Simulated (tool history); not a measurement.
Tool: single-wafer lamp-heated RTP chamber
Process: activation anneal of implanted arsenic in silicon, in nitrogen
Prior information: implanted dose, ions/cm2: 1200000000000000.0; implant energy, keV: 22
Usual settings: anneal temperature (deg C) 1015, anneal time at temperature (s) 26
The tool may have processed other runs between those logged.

run	hour	anneal temperature (deg C)	anneal time at temperature (s)	wafers since the last listed run	wafers since the last pyrometer calibration	wafers since the reflector plate was cleaned	hours since the gauge calibration	read-back reference wafer on the same gauge, sheet resistance	sheet resistance of the implanted and annealed layer (ohm/square)
1	0	1015	26	0	455	3606	1122.5	126.88	115.24
2	104	1015	26	1077	1532	4683	1226.5	127.09	113.44
3	162.4	1015	26	604	2137	5288	1284.9	127.25	115.27
4	248	1031	26	886	3024	6175	1370.5	126.93	108.73
5	439.2	1031	26	1980	5004	8155	1561.7	127.01	109.3
# hour 457.7: gauge calibrated
6	503.3	1015	26	663	5668	8819	45.6	126.9	113.15
# hour 787.8: pyrometer window cleaned and pyrometer calibrated
7	788.3	1015	26	2869	4	11688	330.6	126.74	113.21
# hour 843: reflector plate cleaned
8	843.5	1015	26	488	493	5	385.8	126.89	115.91
9	875.7	997	26	333	827	338	418	127.09	121.2
10	914.9	1015	26	406	1233	744	457.2	127.05	115.1
11	976.1	1015	26	633	1867	1378	518.4	126.94	115.78
12	1076.3	985	33	1037	2905	2416	618.6	127.03	121.6
13	1151.7	986	31	781	3686	3197	694	127.13	121.59
14	1248.8	1037	40	1005	4691	4203	791.1	126.94	104.73
15	1291.1	1015	26	438	5130	4641	833.4	126.88	114.27
16	1396.5	1015	34	1091	6221	5733	938.8	126.69	110.77

What if the next run were any one of these 4? Each begins from the tool's condition after run 16:
A	1396.9	1015	26	4	6225	5737	939.2	?	?
B	1396.9	1023	31	4	6225	5737	939.2	?	?
C	1396.9	992	39	4	6225	5737	939.2	?	?
D	1396.9	997	34	4	6225	5737	939.2	?	?

run	read-back reference wafer on the same gauge, sheet resistance	sheet resistance of the implanted and annealed layer (ohm/square)
A	126.74	114
B	126.74	109.97
C	126.74	116.41
D	126.74	116.38
Stripped of hidden state, with their random variation kept, the same runs would have yielded:
run	sheet resistance of the implanted and annealed layer (ohm/square)
A	115.94
B	111.75
C	118.68
D	118.61
